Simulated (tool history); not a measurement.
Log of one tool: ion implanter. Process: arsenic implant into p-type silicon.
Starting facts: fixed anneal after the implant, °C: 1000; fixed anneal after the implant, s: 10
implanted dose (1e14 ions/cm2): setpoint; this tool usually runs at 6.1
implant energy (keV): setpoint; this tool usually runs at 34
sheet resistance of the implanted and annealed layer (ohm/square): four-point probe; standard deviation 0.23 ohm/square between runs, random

| run | hour | implanted dose (1e14 ions/cm2) | implant energy (keV) | read-back reference wafer on the same gauge, sheet resistance | sheet resistance of the implanted and annealed layer (ohm/square) |
|---|---|---|---|---|---|
| 1 | 0 | 6.1 | 34 | 176.99 | 148.54 |
| 2 | 59.9 | 6.1 | 34 | 176.91 | 148.36 |
| 3 | 89.9 | 6.1 | 34 | 176.95 | 148.54 |
| 4 | 143.3 | 6.1 | 34 | 177.04 | 148.65 |
| 5 | 187.5 | 6.1 | 34 | 176.96 | 148.18 |
| 6 | 219.3 | 6.1 | 34 | 176.9 | 148.27 |
| 7 | 268.8 | 6.1 | 34 | 177.02 | 148.38 |
| 8 | 321 | 6.1 | 34 | 176.99 | 148.33 |
| 9 | 387 | 6.64 | 42.5 | 177.03 | 133.46 |
| 10 | 423.9 | 6.1 | 34 | 177.01 | 147.72 |
|  | 459.9 | extraction supply calibrated |
|  | 516.6 | gauge calibrated |
|  | 532.5 | Faraday cup replaced and dose calibrated |
| 11 | 576.9 | 6.91 | 24 | 176.99 | 147.7 |
| 12 | 629.2 | 6.82 | 45.5 | 177.03 | 131.69 |
| 13 | 680.7 | 6.1 | 34 | 176.99 | 150.68 |
| 14 | 746.6 | 4.53 | 24 | 176.99 | 197.74 |
| 15 | 804.1 | 5.46 | 41.5 | 176.98 | 158.22 |
| 16 | 841.8 | 6.1 | 44.5 | 176.94 | 143.74 |
| 17 | 884.3 | 6.98 | 44.5 | 177.02 | 129.68 |
| 18 | 954.2 | 7.85 | 34 | 177 | 125.69 |
| 19 | 1015.3 | 6.1 | 34 | 177.08 | 150.22 |
| 20 | 1081.7 | 6.1 | 39.5 | 177.02 | 146.61 |
| 21 | 1119.2 | 6.78 | 28.5 | 177.07 | 144.25 |

Some steps in sheet resistance of the implanted and annealed layer (ohm/square) between neighbouring runs. How much of each would the tool show without its hidden state too (settings, what came in, random variation), and how much is left for the hidden state, with any gauge scatter that isn't in both results?
Unlogged tool condition in this case: deviation of the true dose from the Faraday cup's reading, %; deviation of the true energy from its setpoint, %; gauge reads high (%).
Run 9 -> 10: implanted dose (1e14 ions/cm2) 6.64 -> 6.1, implant energy (keV) 42.5 -> 34. sheet resistance of the implanted and annealed layer (ohm/square) +14.26: hidden state -0.31, all else +14.57.
Run 10 -> 11: implanted dose (1e14 ions/cm2) 6.1 -> 6.91, implant energy (keV) 34 -> 24, extraction supply calibrated, gauge calibrated, Faraday cup replaced and dose calibrated. sheet resistance of the implanted and annealed layer (ohm/square) -0.02: hidden state +2.96, all else -2.98.
Run 13 -> 14: implanted dose (1e14 ions/cm2) 6.1 -> 4.53, implant energy (keV) 34 -> 24. sheet resistance of the implanted and annealed layer (ohm/square) +47.06: hidden state -0.08, all else +47.14.
Run 14 -> 15: implanted dose (1e14 ions/cm2) 4.53 -> 5.46, implant energy (keV) 24 -> 41.5. sheet resistance of the implanted and annealed layer (ohm/square) -39.52: hidden state +0.02, all else -39.54.

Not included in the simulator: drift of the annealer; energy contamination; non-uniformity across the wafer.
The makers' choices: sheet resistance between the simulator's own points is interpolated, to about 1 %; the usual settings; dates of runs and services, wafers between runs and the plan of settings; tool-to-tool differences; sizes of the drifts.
